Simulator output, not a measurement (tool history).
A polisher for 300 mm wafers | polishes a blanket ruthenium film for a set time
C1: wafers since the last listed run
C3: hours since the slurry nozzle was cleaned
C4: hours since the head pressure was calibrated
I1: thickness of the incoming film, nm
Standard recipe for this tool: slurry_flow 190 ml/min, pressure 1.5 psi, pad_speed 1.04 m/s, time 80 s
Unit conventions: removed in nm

{"run": 1, "hour": 0.0, "slurry_flow": 190, "pressure": 1.5, "pad_speed": 0.88, "time": 80, "C1": 0, "wafers polished on this pad": 1027, "C3": 235.8, "C4": 641.4, "I1": 366.4, "removed": 63.1}
{"hour": 69.9, "done": "worn pad replaced by a new one"}
{"run": 2, "hour": 71.7, "slurry_flow": 190, "pressure": 1.5, "pad_speed": 0.88, "time": 80, "C1": 749, "wafers polished on this pad": 19, "C3": 307.5, "C4": 713.1, "I1": 366.7, "removed": 67.5}
{"run": 3, "hour": 105.7, "slurry_flow": 190, "pressure": 1.5, "pad_speed": 1.04, "time": 80, "C1": 376, "wafers polished on this pad": 396, "C3": 341.5, "C4": 747.1, "I1": 371.6, "removed": 75.1}
{"run": 4, "hour": 157.1, "slurry_flow": 190, "pressure": 1.8, "pad_speed": 1.04, "time": 80, "C1": 569, "wafers polished on this pad": 965, "C3": 392.9, "C4": 798.5, "I1": 374.5, "removed": 87.3}
{"hour": 217.1, "done": "worn pad replaced by a new one"}
{"run": 5, "hour": 240.6, "slurry_flow": 190, "pressure": 1.8, "pad_speed": 1.04, "time": 80, "C1": 880, "wafers polished on this pad": 260, "C3": 476.4, "C4": 882, "I1": 366.3, "removed": 88.9}
{"run": 6, "hour": 271.8, "slurry_flow": 190, "pressure": 1.8, "pad_speed": 1.04, "time": 80, "C1": 345, "wafers polished on this pad": 605, "C3": 507.6, "C4": 913.2, "I1": 366.7, "removed": 88.3}
{"run": 7, "hour": 335.7, "slurry_flow": 190, "pressure": 1.5, "pad_speed": 1.04, "time": 80, "C1": 707, "wafers polished on this pad": 1313, "C3": 571.5, "C4": 977.1, "I1": 366.9, "removed": 71.4}
{"hour": 364.7, "done": "worn pad replaced by a new one"}
{"run": 8, "hour": 386.0, "slurry_flow": 240, "pressure": 1.8, "pad_speed": 1.04, "time": 80, "C1": 512, "wafers polished on this pad": 236, "C3": 621.8, "C4": 1027.4, "I1": 372, "removed": 92.1}

For run 9, what comes out?
{"run": 9, "hour": 453.4, "slurry_flow": 190, "pressure": 1.5, "pad_speed": 1.04, "time": 56, "C1": 746, "wafers polished on this pad": 982, "C3": 689.2, "C4": 1094.8, "I1": 370.2, "removed": "?"}

{"run 9": {"removed": 50}}
Take away the tool's hidden state, keep the run-to-run variation as it was, and the same run would have given removed 56.2 nm.
